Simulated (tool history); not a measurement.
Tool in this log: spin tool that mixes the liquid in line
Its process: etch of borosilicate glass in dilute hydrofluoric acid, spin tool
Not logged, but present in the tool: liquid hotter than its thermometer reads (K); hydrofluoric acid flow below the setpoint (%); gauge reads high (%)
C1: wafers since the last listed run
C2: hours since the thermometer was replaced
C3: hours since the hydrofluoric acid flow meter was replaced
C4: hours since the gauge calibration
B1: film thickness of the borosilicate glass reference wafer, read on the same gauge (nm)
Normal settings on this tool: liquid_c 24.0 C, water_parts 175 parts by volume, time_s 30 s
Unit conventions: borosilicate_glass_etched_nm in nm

run 1 hour=0.0 | liquid_c=24.0 water_parts=235 time_s=30 | C1=0 C2=1874.4 C3=1400.3 C4=198.4 | B1=110.00 | borosilicate_glass_etched_nm=3.57
-- hour=0.2 gauge calibrated
run 2 hour=7.7 | liquid_c=24.0 water_parts=175 time_s=30 | C1=171 C2=1882.1 C3=1408.0 C4=7.5 | B1=110.02 | borosilicate_glass_etched_nm=5.19
run 3 hour=23.5 | liquid_c=24.0 water_parts=175 time_s=30 | C1=352 C2=1897.9 C3=1423.8 C4=23.3 | B1=110.00 | borosilicate_glass_etched_nm=5.15
run 4 hour=36.3 | liquid_c=24.0 water_parts=175 time_s=30 | C1=285 C2=1910.7 C3=1436.6 C4=36.1 | B1=110.00 | borosilicate_glass_etched_nm=5.17
run 5 hour=42.5 | liquid_c=24.0 water_parts=175 time_s=25 | C1=138 C2=1916.9 C3=1442.8 C4=42.3 | B1=110.00 | borosilicate_glass_etched_nm=4.31
run 6 hour=66.5 | liquid_c=24.0 water_parts=175 time_s=25 | C1=535 C2=1940.9 C3=1466.8 C4=66.3 | B1=110.00 | borosilicate_glass_etched_nm=4.30
run 7 hour=76.9 | liquid_c=26.0 water_parts=175 time_s=40 | C1=232 C2=1951.3 C3=1477.2 C4=76.7 | B1=110.00 | borosilicate_glass_etched_nm=7.43
run 8 hour=93.6 | liquid_c=26.0 water_parts=175 time_s=40 | C1=372 C2=1968.0 C3=1493.9 C4=93.4 | B1=109.98 | borosilicate_glass_etched_nm=7.39
run 9 hour=104.3 | liquid_c=26.0 water_parts=175 time_s=40 | C1=238 C2=1978.7 C3=1504.6 C4=104.1 | B1=110.00 | borosilicate_glass_etched_nm=7.43
run 10 hour=121.1 | liquid_c=24.0 water_parts=175 time_s=30 | C1=375 C2=1995.5 C3=1521.4 C4=120.9 | B1=110.02 | borosilicate_glass_etched_nm=5.14
run 11 hour=129.4 | liquid_c=24.0 water_parts=175 time_s=30 | C1=185 C2=2003.8 C3=1529.7 C4=129.2 | B1=110.01 | borosilicate_glass_etched_nm=5.13
run 12 hour=141.8 | liquid_c=29.0 water_parts=175 time_s=30 | C1=276 C2=2016.2 C3=1542.1 C4=141.6 | B1=110.01 | borosilicate_glass_etched_nm=6.11
run 13 hour=152.4 | liquid_c=24.0 water_parts=245 time_s=30 | C1=236 C2=2026.8 C3=1552.7 C4=152.2 | B1=109.99 | borosilicate_glass_etched_nm=3.37
-- hour=195.3 hydrofluoric acid flow meter replaced
run 14 hour=200.0 | liquid_c=24.0 water_parts=200 time_s=15 | C1=1040 C2=2074.4 C3=4.7 C4=199.8 | B1=110.00 | borosilicate_glass_etched_nm=2.44
run 15 hour=214.7 | liquid_c=22.0 water_parts=255 time_s=25 | C1=328 C2=2089.1 C3=19.4 C4=214.5 | B1=109.99 | borosilicate_glass_etched_nm=2.80
-- hour=220.1 gauge calibrated
run 16 hour=224.1 | liquid_c=20.0 water_parts=175 time_s=30 | C1=209 C2=2098.5 C3=28.8 C4=4.0 | B1=110.01 | borosilicate_glass_etched_nm=4.89
-- hour=227.6 thermometer replaced
run 17 hour=230.5 | liquid_c=24.0 water_parts=175 time_s=30 | C1=120 C2=2.9 C3=35.2 C4=10.4 | B1=110.00 | borosilicate_glass_etched_nm=5.74
run 18 hour=244.2 | liquid_c=24.0 water_parts=175 time_s=30 | C1=305 C2=16.6 C3=48.9 C4=24.1 | B1=109.99 | borosilicate_glass_etched_nm=5.72
run 19 hour=253.6 | liquid_c=28.0 water_parts=95 time_s=50 | C1=209 C2=26.0 C3=58.3 C4=33.5 | B1=110.00 | borosilicate_glass_etched_nm=22.65
run 20 hour=270.7 | liquid_c=27.5 water_parts=225 time_s=30 | C1=381 C2=43.1 C3=75.4 C4=50.6 | B1=110.00 | borosilicate_glass_etched_nm=4.75
run 21 hour=277.7 | liquid_c=26.5 water_parts=175 time_s=25 | C1=156 C2=50.1 C3=82.4 C4=57.6 | B1=109.99 | borosilicate_glass_etched_nm=5.24
run 22 hour=295.1 | liquid_c=27.5 water_parts=175 time_s=30 | C1=388 C2=67.5 C3=99.8 C4=75.0 | B1=109.99 | borosilicate_glass_etched_nm=6.51
run 23 hour=306.2 | liquid_c=26.5 water_parts=175 time_s=40 | C1=247 C2=78.6 C3=110.9 C4=86.1 | B1=110.01 | borosilicate_glass_etched_nm=8.37

Alternative continuations, all from the tool just after run 23; predict every row:
run A hour=306.6 | liquid_c=19.5 water_parts=175 time_s=30 | C1=8 C2=79.0 C3=111.3 C4=86.5 | B1=? | borosilicate_glass_etched_nm=?
run B hour=306.6 | liquid_c=24.0 water_parts=225 time_s=30 | C1=8 C2=79.0 C3=111.3 C4=86.5 | B1=? | borosilicate_glass_etched_nm=?
run C hour=306.6 | liquid_c=25.5 water_parts=135 time_s=30 | C1=8 C2=79.0 C3=111.3 C4=86.5 | B1=? | borosilicate_glass_etched_nm=?
run D hour=306.6 | liquid_c=21.5 water_parts=175 time_s=15 | C1=8 C2=79.0 C3=111.3 C4=86.5 | B1=? | borosilicate_glass_etched_nm=?

run=A B1=110.00 borosilicate_glass_etched_nm=4.83
run=B B1=110.00 borosilicate_glass_etched_nm=4.23
run=C B1=110.00 borosilicate_glass_etched_nm=8.25
run=D B1=110.00 borosilicate_glass_etched_nm=2.61
Had the tool no hidden state, the same runs would have come out as:
run=A borosilicate_glass_etched_nm=4.89
run=B borosilicate_glass_etched_nm=4.28
run=C borosilicate_glass_etched_nm=8.35
run=D borosilicate_glass_etched_nm=2.64

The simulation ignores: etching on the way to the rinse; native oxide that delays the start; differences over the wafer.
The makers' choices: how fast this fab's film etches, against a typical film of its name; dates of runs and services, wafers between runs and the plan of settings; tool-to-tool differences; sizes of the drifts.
